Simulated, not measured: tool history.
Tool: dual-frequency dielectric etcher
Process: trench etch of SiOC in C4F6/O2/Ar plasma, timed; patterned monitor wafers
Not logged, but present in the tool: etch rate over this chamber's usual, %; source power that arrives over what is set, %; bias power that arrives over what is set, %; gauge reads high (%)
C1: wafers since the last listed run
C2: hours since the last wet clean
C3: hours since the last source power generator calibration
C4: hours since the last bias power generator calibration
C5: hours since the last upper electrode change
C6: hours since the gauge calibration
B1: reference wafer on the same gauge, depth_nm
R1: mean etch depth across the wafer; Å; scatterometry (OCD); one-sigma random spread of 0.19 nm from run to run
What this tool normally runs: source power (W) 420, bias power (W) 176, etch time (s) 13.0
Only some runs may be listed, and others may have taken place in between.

run 1 hour=0.0 | source_power_(W)=420 bias_power_(W)=176 etch_time_(s)=13.0 | C1=0 C2=48.9 C3=1416.5 C4=4261.7 C5=4712.1 C6=284.9 | B1=27.68 | R1=278.6
run 2 hour=57.0 | source_power_(W)=420 bias_power_(W)=176 etch_time_(s)=13.0 | C1=1236 C2=105.9 C3=1473.5 C4=4318.7 C5=4769.1 C6=341.9 | B1=27.65 | R1=280.7
run 3 hour=125.3 | source_power_(W)=420 bias_power_(W)=176 etch_time_(s)=13.0 | C1=1481 C2=174.2 C3=1541.8 C4=4387.0 C5=4837.4 C6=410.2 | B1=27.76 | R1=279.5
run 4 hour=167.6 | source_power_(W)=420 bias_power_(W)=176 etch_time_(s)=13.0 | C1=917 C2=216.5 C3=1584.1 C4=4429.3 C5=4879.7 C6=452.5 | B1=27.74 | R1=280.2
run 5 hour=211.8 | source_power_(W)=420 bias_power_(W)=176 etch_time_(s)=13.0 | C1=958 C2=260.7 C3=1628.3 C4=4473.5 C5=4923.9 C6=496.7 | B1=27.65 | R1=278.2
run 6 hour=275.9 | source_power_(W)=420 bias_power_(W)=176 etch_time_(s)=13.0 | C1=1390 C2=324.8 C3=1692.4 C4=4537.6 C5=4988.0 C6=560.8 | B1=27.72 | R1=276.9
run 7 hour=324.9 | source_power_(W)=420 bias_power_(W)=176 etch_time_(s)=10.5 | C1=1062 C2=373.8 C3=1741.4 C4=4586.6 C5=5037.0 C6=609.8 | B1=27.71 | R1=228.3
run 8 hour=359.0 | source_power_(W)=420 bias_power_(W)=176 etch_time_(s)=10.5 | C1=739 C2=407.9 C3=1775.5 C4=4620.7 C5=5071.1 C6=643.9 | B1=27.61 | R1=225.2
run 9 hour=387.0 | source_power_(W)=360 bias_power_(W)=176 etch_time_(s)=13.0 | C1=607 C2=435.9 C3=1803.5 C4=4648.7 C5=5099.1 C6=671.9 | B1=27.69 | R1=250.3
run 10 hour=436.6 | source_power_(W)=420 bias_power_(W)=189 etch_time_(s)=13.0 | C1=1075 C2=485.5 C3=1853.1 C4=4698.3 C5=5148.7 C6=721.5 | B1=27.72 | R1=281.8
run 11 hour=470.0 | source_power_(W)=420 bias_power_(W)=189 etch_time_(s)=13.0 | C1=724 C2=518.9 C3=1886.5 C4=4731.7 C5=5182.1 C6=754.9 | B1=27.69 | R1=285.1
-- hour=518.4 wet clean of the chamber
run 12 hour=533.0 | source_power_(W)=420 bias_power_(W)=189 etch_time_(s)=13.0 | C1=845 C2=14.6 C3=1949.5 C4=4794.7 C5=5245.1 C6=817.9 | B1=27.72 | R1=277.5
-- hour=543.4 source power generator calibrated
run 13 hour=569.9 | source_power_(W)=420 bias_power_(W)=176 etch_time_(s)=13.0 | C1=713 C2=51.5 C3=26.5 C4=4831.6 C5=5282.0 C6=854.8 | B1=27.65 | R1=274.5
run 14 hour=604.3 | source_power_(W)=420 bias_power_(W)=176 etch_time_(s)=13.0 | C1=746 C2=85.9 C3=60.9 C4=4866.0 C5=5316.4 C6=889.2 | B1=27.64 | R1=281.7
-- hour=630.8 upper electrode replaced
run 15 hour=671.0 | source_power_(W)=390 bias_power_(W)=198 etch_time_(s)=9.0 | C1=926 C2=152.6 C3=127.6 C4=4932.7 C5=40.2 C6=955.9 | B1=27.71 | R1=188.2
run 16 hour=736.7 | source_power_(W)=470 bias_power_(W)=149 etch_time_(s)=10.0 | C1=1424 C2=218.3 C3=193.3 C4=4998.4 C5=105.9 C6=1021.6 | B1=27.71 | R1=223.0
run 17 hour=777.8 | source_power_(W)=520 bias_power_(W)=154 etch_time_(s)=12.0 | C1=891 C2=259.4 C3=234.4 C4=5039.5 C5=147.0 C6=1062.7 | B1=27.72 | R1=289.3
run 18 hour=842.8 | source_power_(W)=420 bias_power_(W)=216 etch_time_(s)=13.0 | C1=1409 C2=324.4 C3=299.4 C4=5104.5 C5=212.0 C6=1127.7 | B1=27.82 | R1=286.9
run 19 hour=913.5 | source_power_(W)=480 bias_power_(W)=176 etch_time_(s)=13.0 | C1=1533 C2=395.1 C3=370.1 C4=5175.2 C5=282.7 C6=1198.4 | B1=27.66 | R1=303.2
run 20 hour=940.9 | source_power_(W)=420 bias_power_(W)=152 etch_time_(s)=11.5 | C1=594 C2=422.5 C3=397.5 C4=5202.6 C5=310.1 C6=1225.8 | B1=27.63 | R1=243.2
-- hour=972.7 bias power generator calibrated
run 21 hour=1001.2 | source_power_(W)=460 bias_power_(W)=208 etch_time_(s)=13.0 | C1=1221 C2=482.8 C3=457.8 C4=28.5 C5=370.4 C6=1286.1 | B1=27.80 | R1=300.0
run 22 hour=1033.6 | source_power_(W)=340 bias_power_(W)=190 etch_time_(s)=16.5 | C1=702 C2=515.2 C3=490.2 C4=60.9 C5=402.8 C6=1318.5 | B1=27.67 | R1=312.8
-- hour=1083.7 wet clean of the chamber
run 23 hour=1084.2 | source_power_(W)=420 bias_power_(W)=176 etch_time_(s)=13.0 | C1=576 C2=0.5 C3=540.8 C4=111.5 C5=453.4 C6=1369.1 | B1=27.66 | R1=279.7
-- hour=1085.2 gauge calibrated
run 24 hour=1118.5 | source_power_(W)=480 bias_power_(W)=164 etch_time_(s)=11.5 | C1=743 C2=34.8 C3=575.1 C4=145.8 C5=487.7 C6=33.3 | B1=27.72 | R1=265.3
run 25 hour=1187.8 | source_power_(W)=420 bias_power_(W)=176 etch_time_(s)=13.0 | C1=1502 C2=104.1 C3=644.4 C4=215.1 C5=557.0 C6=102.6 | B1=27.72 | R1=277.9
run 26 hour=1222.1 | source_power_(W)=370 bias_power_(W)=211 etch_time_(s)=10.5 | C1=743 C2=138.4 C3=678.7 C4=249.4 C5=591.3 C6=136.9 | B1=27.69 | R1=214.7
run 27 hour=1248.6 | source_power_(W)=420 bias_power_(W)=214 etch_time_(s)=15.5 | C1=574 C2=164.9 C3=705.2 C4=275.9 C5=617.8 C6=163.4 | B1=27.76 | R1=346.8
run 28 hour=1278.6 | source_power_(W)=420 bias_power_(W)=176 etch_time_(s)=13.0 | C1=650 C2=194.9 C3=735.2 C4=305.9 C5=647.8 C6=193.4 | B1=27.80 | R1=278.7
run 29 hour=1306.2 | source_power_(W)=370 bias_power_(W)=189 etch_time_(s)=17.0 | C1=598 C2=222.5 C3=762.8 C4=333.5 C5=675.4 C6=221.0 | B1=27.77 | R1=339.3
run 30 hour=1344.2 | source_power_(W)=460 bias_power_(W)=208 etch_time_(s)=13.0 | C1=824 C2=260.5 C3=800.8 C4=371.5 C5=713.4 C6=259.0 | B1=27.65 | R1=302.6
run 31 hour=1440.2 | source_power_(W)=500 bias_power_(W)=133 etch_time_(s)=14.5 | C1=2082 C2=356.5 C3=896.8 C4=467.5 C5=809.4 C6=355.0 | B1=27.71 | R1=330.8

Forecast each of these 3 alternatives for the next run:
run A hour=1440.6 | source_power_(W)=420 bias_power_(W)=176 etch_time_(s)=11.5 | C1=8 C2=356.9 C3=897.2 C4=467.9 C5=809.8 C6=355.4 | B1=? | R1=?
run B hour=1440.6 | source_power_(W)=490 bias_power_(W)=194 etch_time_(s)=15.0 | C1=8 C2=356.9 C3=897.2 C4=467.9 C5=809.8 C6=355.4 | B1=? | R1=?
run C hour=1440.6 | source_power_(W)=450 bias_power_(W)=176 etch_time_(s)=16.0 | C1=8 C2=356.9 C3=897.2 C4=467.9 C5=809.8 C6=355.4 | B1=? | R1=?

run=A B1=27.65 R1=244.7
run=B B1=27.65 R1=355.6
run=C B1=27.65 R1=355.2
Without the tool's hidden state the same runs would have given:
run=A R1=244.7
run=B R1=355.6
run=C R1=355.2
